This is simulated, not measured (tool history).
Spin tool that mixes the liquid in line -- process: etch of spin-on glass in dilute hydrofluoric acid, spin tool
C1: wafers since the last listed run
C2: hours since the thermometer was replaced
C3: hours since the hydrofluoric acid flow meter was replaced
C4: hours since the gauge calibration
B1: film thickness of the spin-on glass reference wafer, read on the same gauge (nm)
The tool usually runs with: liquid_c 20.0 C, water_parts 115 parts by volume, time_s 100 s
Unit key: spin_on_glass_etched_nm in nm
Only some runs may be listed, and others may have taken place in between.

run 1 hour=0.0 | liquid_c=20.0 water_parts=115 time_s=100 | C1=0 C2=2033.2 C3=1525.6 C4=403.0 | B1=39.98 | spin_on_glass_etched_nm=37.16
run 2 hour=20.2 | liquid_c=20.0 water_parts=115 time_s=100 | C1=220 C2=2053.4 C3=1545.8 C4=423.2 | B1=39.99 | spin_on_glass_etched_nm=37.30
run 3 hour=52.0 | liquid_c=20.0 water_parts=115 time_s=100 | C1=346 C2=2085.2 C3=1577.6 C4=455.0 | B1=40.00 | spin_on_glass_etched_nm=37.49
run 4 hour=64.0 | liquid_c=20.0 water_parts=115 time_s=100 | C1=130 C2=2097.2 C3=1589.6 C4=467.0 | B1=39.96 | spin_on_glass_etched_nm=37.27
run 5 hour=96.3 | liquid_c=20.0 water_parts=115 time_s=80 | C1=352 C2=2129.5 C3=1621.9 C4=499.3 | B1=39.99 | spin_on_glass_etched_nm=29.71
run 6 hour=128.0 | liquid_c=20.0 water_parts=115 time_s=80 | C1=345 C2=2161.2 C3=1653.6 C4=531.0 | B1=40.02 | spin_on_glass_etched_nm=29.67
run 7 hour=146.4 | liquid_c=20.0 water_parts=115 time_s=100 | C1=200 C2=2179.6 C3=1672.0 C4=549.4 | B1=40.03 | spin_on_glass_etched_nm=36.89
-- hour=150.9 thermometer replaced
-- hour=152.8 gauge calibrated
run 8 hour=177.6 | liquid_c=20.0 water_parts=115 time_s=100 | C1=329 C2=26.7 C3=1703.2 C4=24.8 | B1=40.00 | spin_on_glass_etched_nm=36.78
-- hour=186.6 hydrofluoric acid flow meter replaced
run 9 hour=211.6 | liquid_c=20.0 water_parts=115 time_s=100 | C1=360 C2=60.7 C3=25.0 C4=58.8 | B1=40.03 | spin_on_glass_etched_nm=41.31
run 10 hour=233.6 | liquid_c=20.0 water_parts=115 time_s=100 | C1=240 C2=82.7 C3=47.0 C4=80.8 | B1=40.04 | spin_on_glass_etched_nm=41.91
run 11 hour=247.5 | liquid_c=18.0 water_parts=140 time_s=130 | C1=151 C2=96.6 C3=60.9 C4=94.7 | B1=40.01 | spin_on_glass_etched_nm=39.62
run 12 hour=282.6 | liquid_c=17.0 water_parts=70 time_s=135 | C1=382 C2=131.7 C3=96.0 C4=129.8 | B1=39.98 | spin_on_glass_etched_nm=86.08
run 13 hour=304.7 | liquid_c=20.0 water_parts=115 time_s=135 | C1=241 C2=153.8 C3=118.1 C4=151.9 | B1=40.03 | spin_on_glass_etched_nm=55.28
run 14 hour=322.3 | liquid_c=20.0 water_parts=115 time_s=100 | C1=192 C2=171.4 C3=135.7 C4=169.5 | B1=40.02 | spin_on_glass_etched_nm=41.35
run 15 hour=345.9 | liquid_c=20.0 water_parts=115 time_s=100 | C1=257 C2=195.0 C3=159.3 C4=193.1 | B1=40.01 | spin_on_glass_etched_nm=41.35
run 16 hour=377.9 | liquid_c=20.0 water_parts=115 time_s=100 | C1=349 C2=227.0 C3=191.3 C4=225.1 | B1=39.99 | spin_on_glass_etched_nm=41.38
run 17 hour=404.7 | liquid_c=20.0 water_parts=115 time_s=70 | C1=292 C2=253.8 C3=218.1 C4=251.9 | B1=40.02 | spin_on_glass_etched_nm=28.83
run 18 hour=422.7 | liquid_c=20.0 water_parts=115 time_s=100 | C1=196 C2=271.8 C3=236.1 C4=269.9 | B1=40.00 | spin_on_glass_etched_nm=40.30
run 19 hour=446.1 | liquid_c=18.5 water_parts=85 time_s=100 | C1=255 C2=295.2 C3=259.5 C4=293.3 | B1=40.01 | spin_on_glass_etched_nm=53.60
run 20 hour=458.6 | liquid_c=17.5 water_parts=60 time_s=70 | C1=136 C2=307.7 C3=272.0 C4=305.8 | B1=39.99 | spin_on_glass_etched_nm=53.46
run 21 hour=492.6 | liquid_c=17.0 water_parts=85 time_s=45 | C1=370 C2=341.7 C3=306.0 C4=339.8 | B1=39.99 | spin_on_glass_etched_nm=22.72

Consider 3 possible next runs. They are alternatives, not a sequence: every one starts from the tool as it was left by run 21. What does each give?
run A hour=493.0 | liquid_c=20.0 water_parts=75 time_s=100 | C1=4 C2=342.1 C3=306.4 C4=340.2 | B1=? | spin_on_glass_etched_nm=?
run B hour=493.0 | liquid_c=17.0 water_parts=115 time_s=120 | C1=4 C2=342.1 C3=306.4 C4=340.2 | B1=? | spin_on_glass_etched_nm=?
run C hour=493.0 | liquid_c=18.0 water_parts=165 time_s=125 | C1=4 C2=342.1 C3=306.4 C4=340.2 | B1=? | spin_on_glass_etched_nm=?

run=A B1=39.99 spin_on_glass_etched_nm=65.61
run=B B1=39.99 spin_on_glass_etched_nm=43.33
run=C B1=39.99 spin_on_glass_etched_nm=31.14
With no hidden state in the tool, these same runs would have given:
run=A spin_on_glass_etched_nm=68.07
run=B spin_on_glass_etched_nm=45.00
run=C spin_on_glass_etched_nm=32.39

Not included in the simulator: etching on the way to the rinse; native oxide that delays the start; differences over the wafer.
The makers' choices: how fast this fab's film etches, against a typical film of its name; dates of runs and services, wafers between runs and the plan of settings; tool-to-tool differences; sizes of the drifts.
